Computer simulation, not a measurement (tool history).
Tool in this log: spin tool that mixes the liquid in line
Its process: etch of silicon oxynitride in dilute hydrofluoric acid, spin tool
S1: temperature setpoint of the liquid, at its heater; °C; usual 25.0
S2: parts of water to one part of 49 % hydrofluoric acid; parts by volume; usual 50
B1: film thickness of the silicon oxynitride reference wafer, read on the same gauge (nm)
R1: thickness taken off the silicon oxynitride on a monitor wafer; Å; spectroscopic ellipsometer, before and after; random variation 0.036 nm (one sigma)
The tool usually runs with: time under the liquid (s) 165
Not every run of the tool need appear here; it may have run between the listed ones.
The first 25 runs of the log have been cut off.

{"run": 26, "hour": 368.2, "S1": 27.5, "S2": 50, "time under the liquid (s)": 165, "B1": 150.01, "R1": 81.2}
{"run": 27, "hour": 380.0, "S1": 25.0, "S2": 50, "time under the liquid (s)": 110, "B1": 150.0, "R1": 47.7}
{"run": 28, "hour": 418.2, "S1": 25.0, "S2": 50, "time under the liquid (s)": 265, "B1": 150.01, "R1": 114.4}
{"run": 29, "hour": 427.1, "S1": 25.0, "S2": 50, "time under the liquid (s)": 165, "B1": 150.0, "R1": 71.9}
{"run": 30, "hour": 436.2, "S1": 27.0, "S2": 50, "time under the liquid (s)": 165, "B1": 150.01, "R1": 78.8}
{"run": 31, "hour": 443.9, "S1": 26.5, "S2": 50, "time under the liquid (s)": 135, "B1": 150.01, "R1": 62.3}
{"run": 32, "hour": 451.1, "S1": 29.0, "S2": 30, "time under the liquid (s)": 100, "B1": 149.99, "R1": 89.3}
{"run": 33, "hour": 465.1, "S1": 25.0, "S2": 50, "time under the liquid (s)": 165, "B1": 149.98, "R1": 71.6}

Each row is a separate what-if for the run after 33, all from the same tool condition, not one after another. Results?
{"run": "A", "hour": 465.6, "S1": 25.0, "S2": 75, "time under the liquid (s)": 165, "B1": "?", "R1": "?"}
{"run": "B", "hour": 465.6, "S1": 22.5, "S2": 65, "time under the liquid (s)": 195, "B1": "?", "R1": "?"}
{"run": "C", "hour": 465.6, "S1": 22.5, "S2": 45, "time under the liquid (s)": 165, "B1": "?", "R1": "?"}
{"run": "D", "hour": 465.6, "S1": 25.0, "S2": 25, "time under the liquid (s)": 165, "B1": "?", "R1": "?"}

run=A B1=150.01 R1=46.5
run=B B1=150.01 R1=56.7
run=C B1=150.01 R1=70.3
run=D B1=150.01 R1=145.1
Without the tool's hidden state the same runs would have given:
run=A R1=46.4
run=B R1=56.6
run=C R1=70.2
run=D R1=145.0
